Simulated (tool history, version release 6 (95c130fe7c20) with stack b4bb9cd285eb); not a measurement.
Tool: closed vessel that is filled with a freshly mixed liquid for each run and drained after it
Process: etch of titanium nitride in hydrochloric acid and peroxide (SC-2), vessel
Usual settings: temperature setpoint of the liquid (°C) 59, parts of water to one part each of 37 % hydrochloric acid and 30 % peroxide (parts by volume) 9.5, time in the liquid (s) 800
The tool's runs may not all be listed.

run	hour	temperature setpoint of the liquid (°C)	parts of water to one part each of 37 % hydrochloric acid and 30 % peroxide (parts by volume)	time in the liquid (s)	wafers since the last listed run	hours since the thermometer was replaced	hours since the chemicals flow meter was replaced	hours since the drum of peroxide was connected	hours since the gauge calibration	read-back film thickness of the titanium nitride reference wafer, read on the same gauge (nm)	thickness taken off the titanium nitride on a monitor wafer (angstrom)
1	0	52.5	9.5	800	0	61.6	1703.9	83.5	416.1	50	350.3
2	9.2	52.5	9.5	800	499	70.8	1713.1	92.7	425.3	49.99	347.1
3	15.6	59	11.5	800	347	77.2	1719.5	99.1	431.7	49.99	451.9
4	32.7	59	11.5	800	928	94.3	1736.6	116.2	448.8	50	456.8
# hour 34.1: gauge calibrated
5	49.3	53.5	9.5	800	901	110.9	1753.2	132.8	15.2	50.02	371.6
6	64.1	59	9.5	800	803	125.7	1768	147.6	30	50.01	534.9
7	74.4	63	13.5	800	559	136	1778.3	157.9	40.3	50.01	507.7
8	92	59	6.5	800	956	153.6	1795.9	175.5	57.9	50.03	726.3
9	98.6	67.5	8	635	358	160.2	1802.5	182.1	64.5	50	825.2
10	107.5	59	9.5	1200	483	169.1	1811.4	191	73.4	50	795.3
11	124.2	59	9.5	800	907	185.8	1828.1	207.7	90.1	50	534.9
12	140.3	59	9.5	800	874	201.9	1844.2	223.8	106.2	50.03	529.7
13	155.7	54.5	13	480	836	217.3	1859.6	239.2	121.6	49.99	188.1
14	165.9	59	9.5	1130	554	227.5	1869.8	249.4	131.8	50	759.5
15	173	55	9.5	610	385	234.6	1876.9	256.5	138.9	49.99	315.5
16	181.4	65.5	9.5	800	456	243	1885.3	264.9	147.3	50.01	807.7
17	191	63.5	9.5	800	521	252.6	1894.9	274.5	156.9	49.99	712
18	207	54.5	9.5	800	869	268.6	1910.9	290.5	172.9	50	407.1
# hour 208.2: chemicals flow meter replaced
19	224.6	59	9.5	800	901	286.2	16.4	308.1	190.5	50.01	537.9
20	233	54	5.5	965	456	294.6	24.8	316.5	198.9	50.01	721.5
21	246.8	59	5.5	800	749	308.4	38.6	330.3	212.7	50.01	825.1
22	258.1	59	12	440	613	319.7	49.9	341.6	224	49.99	245.5

Forecast run 23:
23	275.5	55.5	6	975	945	337.1	67.3	359	241.4	?	?

read-back film thickness of the titanium nitride reference wafer, read on the same gauge (nm): 49.97
thickness taken off the titanium nitride on a monitor wafer (angstrom): 753.2
Without the tool's hidden state the same run would have given thickness taken off the titanium nitride on a monitor wafer (angstrom) 735.
